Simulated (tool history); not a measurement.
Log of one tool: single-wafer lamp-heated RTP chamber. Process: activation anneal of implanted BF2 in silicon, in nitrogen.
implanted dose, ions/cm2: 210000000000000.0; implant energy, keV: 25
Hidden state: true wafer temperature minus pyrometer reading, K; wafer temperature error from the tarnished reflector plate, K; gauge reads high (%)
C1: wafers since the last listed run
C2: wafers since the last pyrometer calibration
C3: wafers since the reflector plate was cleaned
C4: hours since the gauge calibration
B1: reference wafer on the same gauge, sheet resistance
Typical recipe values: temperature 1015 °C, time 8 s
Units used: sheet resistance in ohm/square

run 1 hour=0.0 | temperature=1003 time=8 | C1=0 C2=5053 C3=5053 C4=753.7 | B1=483.07 | sheet_resistance=575.28
run 2 hour=59.0 | temperature=1003 time=8 | C1=670 C2=5723 C3=5723 C4=812.7 | B1=483.15 | sheet_resistance=574.89
run 3 hour=121.8 | temperature=993 time=8 | C1=713 C2=6437 C3=6437 C4=875.5 | B1=482.96 | sheet_resistance=576.19
-- hour=129.2 gauge calibrated
-- hour=140.4 pyrometer window cleaned and pyrometer calibrated
run 4 hour=180.7 | temperature=993 time=8 | C1=578 C2=458 C3=7015 C4=51.5 | B1=486.25 | sheet_resistance=582.21
run 5 hour=214.2 | temperature=993 time=8 | C1=380 C2=838 C3=7396 C4=85.0 | B1=486.16 | sheet_resistance=579.95
run 6 hour=282.6 | temperature=1015 time=7 | C1=777 C2=1616 C3=8173 C4=153.4 | B1=485.32 | sheet_resistance=578.20
run 7 hour=335.3 | temperature=1015 time=7 | C1=598 C2=2214 C3=8771 C4=206.1 | B1=484.50 | sheet_resistance=578.33
run 8 hour=373.8 | temperature=1015 time=8 | C1=437 C2=2652 C3=9209 C4=244.6 | B1=484.47 | sheet_resistance=576.37
run 9 hour=434.6 | temperature=1015 time=8 | C1=690 C2=3343 C3=9900 C4=305.4 | B1=483.73 | sheet_resistance=576.60
-- hour=502.1 reflector plate cleaned
run 10 hour=502.6 | temperature=1015 time=8 | C1=681 C2=4024 C3=5 C4=373.4 | B1=483.34 | sheet_resistance=575.47
run 11 hour=555.4 | temperature=1015 time=8 | C1=599 C2=4624 C3=605 C4=426.2 | B1=482.93 | sheet_resistance=573.85
run 12 hour=602.6 | temperature=1037 time=5 | C1=536 C2=5161 C3=1141 C4=473.4 | B1=482.64 | sheet_resistance=577.34
run 13 hour=633.8 | temperature=1037 time=5 | C1=354 C2=5515 C3=1496 C4=504.6 | B1=482.49 | sheet_resistance=576.46
-- hour=682.4 pyrometer window cleaned and pyrometer calibrated
run 14 hour=682.9 | temperature=1015 time=9 | C1=466 C2=5 C3=1963 C4=553.7 | B1=482.54 | sheet_resistance=572.50
run 15 hour=748.7 | temperature=1004 time=8 | C1=747 C2=753 C3=2710 C4=619.5 | B1=482.02 | sheet_resistance=574.46
run 16 hour=816.0 | temperature=1004 time=8 | C1=764 C2=1517 C3=3475 C4=686.8 | B1=482.26 | sheet_resistance=572.42
run 17 hour=851.3 | temperature=1043 time=6 | C1=401 C2=1918 C3=3876 C4=722.1 | B1=482.07 | sheet_resistance=575.31
run 18 hour=922.3 | temperature=1015 time=8 | C1=806 C2=2725 C3=4683 C4=793.1 | B1=482.06 | sheet_resistance=572.88
run 19 hour=947.1 | temperature=990 time=6 | C1=281 C2=3007 C3=4965 C4=817.9 | B1=481.83 | sheet_resistance=577.14
run 20 hour=979.1 | temperature=997 time=11 | C1=363 C2=3370 C3=5328 C4=849.9 | B1=481.97 | sheet_resistance=574.50
run 21 hour=1003.4 | temperature=1004 time=8 | C1=276 C2=3647 C3=5604 C4=874.2 | B1=481.92 | sheet_resistance=576.01
run 22 hour=1073.2 | temperature=1025 time=12 | C1=793 C2=4440 C3=6397 C4=944.0 | B1=481.69 | sheet_resistance=571.46
run 23 hour=1127.0 | temperature=1015 time=8 | C1=611 C2=5051 C3=7009 C4=997.8 | B1=481.64 | sheet_resistance=574.33
run 24 hour=1183.2 | temperature=1035 time=5 | C1=638 C2=5689 C3=7647 C4=1054.0 | B1=481.45 | sheet_resistance=576.74
-- hour=1209.1 gauge calibrated
-- hour=1209.7 pyrometer window cleaned and pyrometer calibrated
run 25 hour=1245.8 | temperature=1040 time=8 | C1=620 C2=410 C3=8267 C4=36.7 | B1=488.78 | sheet_resistance=580.81
run 26 hour=1291.9 | temperature=1015 time=8 | C1=523 C2=934 C3=8791 C4=82.8 | B1=487.90 | sheet_resistance=581.18
run 27 hour=1316.6 | temperature=1024 time=9 | C1=280 C2=1214 C3=9072 C4=107.5 | B1=487.73 | sheet_resistance=581.13
run 28 hour=1361.8 | temperature=1000 time=4 | C1=513 C2=1728 C3=9585 C4=152.7 | B1=486.93 | sheet_resistance=580.99
-- hour=1457.8 reflector plate cleaned
run 29 hour=1472.7 | temperature=1015 time=8 | C1=1169 C2=2897 C3=169 C4=263.6 | B1=486.09 | sheet_resistance=578.24
run 30 hour=1501.7 | temperature=1038 time=8 | C1=329 C2=3226 C3=499 C4=292.6 | B1=485.66 | sheet_resistance=578.74
run 31 hour=1561.2 | temperature=1031 time=12 | C1=676 C2=3903 C3=1175 C4=352.1 | B1=485.40 | sheet_resistance=575.96
run 32 hour=1629.4 | temperature=1028 time=3 | C1=774 C2=4677 C3=1950 C4=420.3 | B1=485.25 | sheet_resistance=581.88

For some of the steps in sheet resistance from one run to the next: how much would appear even if the tool had no hidden state, given the settings, what came in and random variation, and how much remains for the hidden state plus any gauge scatter that the measured result and the result without hidden state don't share?
Run 3 -> 4: gauge calibrated, pyrometer window cleaned and pyrometer calibrated. sheet resistance +6.02 ohm/square: hidden state +4.11, all else +1.91.
Run 21 -> 22: temperature 1004 -> 1025, time 8 -> 12. sheet resistance -4.55 ohm/square: hidden state -0.04, all else -4.51.
Run 24 -> 25: temperature 1035 -> 1040, time 5 -> 8, gauge calibrated, pyrometer window cleaned and pyrometer calibrated. sheet resistance +4.07 ohm/square: hidden state +8.31, all else -4.24.
Run 28 -> 29: temperature 1000 -> 1015, time 4 -> 8, reflector plate cleaned. sheet resistance -2.75 ohm/square: hidden state -1.25, all else -1.50.
Run 31 -> 32: temperature 1031 -> 1028, time 12 -> 3. sheet resistance +5.92 ohm/square: hidden state -0.49, all else +6.41.

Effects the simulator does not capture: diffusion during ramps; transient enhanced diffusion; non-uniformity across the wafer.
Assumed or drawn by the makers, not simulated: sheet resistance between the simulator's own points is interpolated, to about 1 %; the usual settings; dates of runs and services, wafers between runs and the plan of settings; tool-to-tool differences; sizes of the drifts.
